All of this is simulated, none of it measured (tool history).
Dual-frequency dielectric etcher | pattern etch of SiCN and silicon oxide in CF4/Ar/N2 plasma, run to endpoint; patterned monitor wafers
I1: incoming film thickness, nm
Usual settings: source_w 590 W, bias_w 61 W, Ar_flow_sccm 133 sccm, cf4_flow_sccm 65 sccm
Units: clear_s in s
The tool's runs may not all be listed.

run 1 hour=0.0 | source_w=590 bias_w=61 Ar_flow_sccm=133 cf4_flow_sccm=65 | I1=8.72 | clear_s=8.3
run 2 hour=62.9 | source_w=590 bias_w=61 Ar_flow_sccm=133 cf4_flow_sccm=65 | I1=8.66 | clear_s=8.3
run 3 hour=91.8 | source_w=590 bias_w=61 Ar_flow_sccm=133 cf4_flow_sccm=65 | I1=8.81 | clear_s=8.4
run 4 hour=170.9 | source_w=590 bias_w=61 Ar_flow_sccm=133 cf4_flow_sccm=65 | I1=8.79 | clear_s=8.9
run 5 hour=214.5 | source_w=590 bias_w=61 Ar_flow_sccm=133 cf4_flow_sccm=65 | I1=8.68 | clear_s=8.8
run 6 hour=251.6 | source_w=590 bias_w=61 Ar_flow_sccm=133 cf4_flow_sccm=65 | I1=8.77 | clear_s=8.9
run 7 hour=283.6 | source_w=590 bias_w=61 Ar_flow_sccm=133 cf4_flow_sccm=65 | I1=8.77 | clear_s=8.9
run 8 hour=354.5 | source_w=480 bias_w=61 Ar_flow_sccm=133 cf4_flow_sccm=65 | I1=8.62 | clear_s=10.9
run 9 hour=355.9 | source_w=690 bias_w=61 Ar_flow_sccm=159 cf4_flow_sccm=65 | I1=8.72 | clear_s=7.7
run 10 hour=416.2 | source_w=710 bias_w=68 Ar_flow_sccm=162 cf4_flow_sccm=51 | I1=8.69 | clear_s=7.4
run 11 hour=478.6 | source_w=590 bias_w=61 Ar_flow_sccm=163 cf4_flow_sccm=65 | I1=8.78 | clear_s=9.2
run 12 hour=505.3 | source_w=590 bias_w=71 Ar_flow_sccm=133 cf4_flow_sccm=65 | I1=8.76 | clear_s=8.0
run 13 hour=554.0 | source_w=740 bias_w=61 Ar_flow_sccm=154 cf4_flow_sccm=65 | I1=8.74 | clear_s=7.2
run 14 hour=578.2 | source_w=710 bias_w=68 Ar_flow_sccm=162 cf4_flow_sccm=51 | I1=8.76 | clear_s=7.6
run 15 hour=643.5 | source_w=520 bias_w=61 Ar_flow_sccm=133 cf4_flow_sccm=65 | I1=8.68 | clear_s=10.0
run 16 hour=701.8 | source_w=480 bias_w=73 Ar_flow_sccm=133 cf4_flow_sccm=65 | I1=8.66 | clear_s=10.1
run 17 hour=759.6 | source_w=590 bias_w=61 Ar_flow_sccm=133 cf4_flow_sccm=65 | I1=8.67 | clear_s=8.6
run 18 hour=819.0 | source_w=590 bias_w=61 Ar_flow_sccm=133 cf4_flow_sccm=65 | I1=8.71 | clear_s=8.7
run 19 hour=848.8 | source_w=530 bias_w=48 Ar_flow_sccm=133 cf4_flow_sccm=65 | I1=8.76 | clear_s=10.9
run 20 hour=907.2 | source_w=490 bias_w=61 Ar_flow_sccm=104 cf4_flow_sccm=65 | I1=8.70 | clear_s=10.0
run 21 hour=941.3 | source_w=590 bias_w=61 Ar_flow_sccm=133 cf4_flow_sccm=65 | I1=8.68 | clear_s=8.5
run 22 hour=989.0 | source_w=690 bias_w=61 Ar_flow_sccm=108 cf4_flow_sccm=65 | I1=8.70 | clear_s=7.2
run 23 hour=1057.5 | source_w=440 bias_w=61 Ar_flow_sccm=102 cf4_flow_sccm=78 | I1=8.68 | clear_s=11.3

Not shown: 8 entries that the log had between the listed runs. Between which runs, and how does the tool's hidden state differ before and after?
Between runs 2 and 3: Ar flow controller replaced (hour 85.5)
  etch rate over this chamber's usual, %: 6.14 -> 6.35
  measured less the result without the state, clear_s: -0.5 -> -0.6 s
Between runs 3 and 4: wet clean of the chamber, repeated, since the last time left the tool worse (hour 170.4)
  etch rate over this chamber's usual, %: 6.35 -> 0.00923
  measured less the result without the state, clear_s: -0.6 -> +0.0 s
Between runs 5 and 6: CF4 flow controller replaced (hour 241.1)
  etch rate over this chamber's usual, %: 0.334 -> 0.61
  measured less the result without the state, clear_s: +0.0 -> +0.0 s
Between runs 7 and 8: upper electrode replaced (hour 354.0)
  etch rate over this chamber's usual, %: 0.848 -> 1.38
  measured less the result without the state, clear_s: -0.1 -> -0.1 s
Between runs 9 and 10: bias power generator calibrated (hour 373.3)
  etch rate over this chamber's usual, %: 1.39 -> 1.84
  measured less the result without the state, clear_s: -0.1 -> -0.2 s
Between runs 10 and 11: source power generator calibrated (hour 462.3)
  etch rate over this chamber's usual, %: 1.84 -> 2.3
  measured less the result without the state, clear_s: -0.2 -> -0.2 s
Between runs 12 and 13: wet clean of the chamber (hour 550.3)
  etch rate over this chamber's usual, %: 2.5 -> -0.0213
  measured less the result without the state, clear_s: -0.2 -> +0.0 s
Between runs 21 and 22: wet clean of the chamber (hour 972.3)
  etch rate over this chamber's usual, %: 2.86 -> -0.118
  measured less the result without the state, clear_s: -0.3 -> +0.0 s
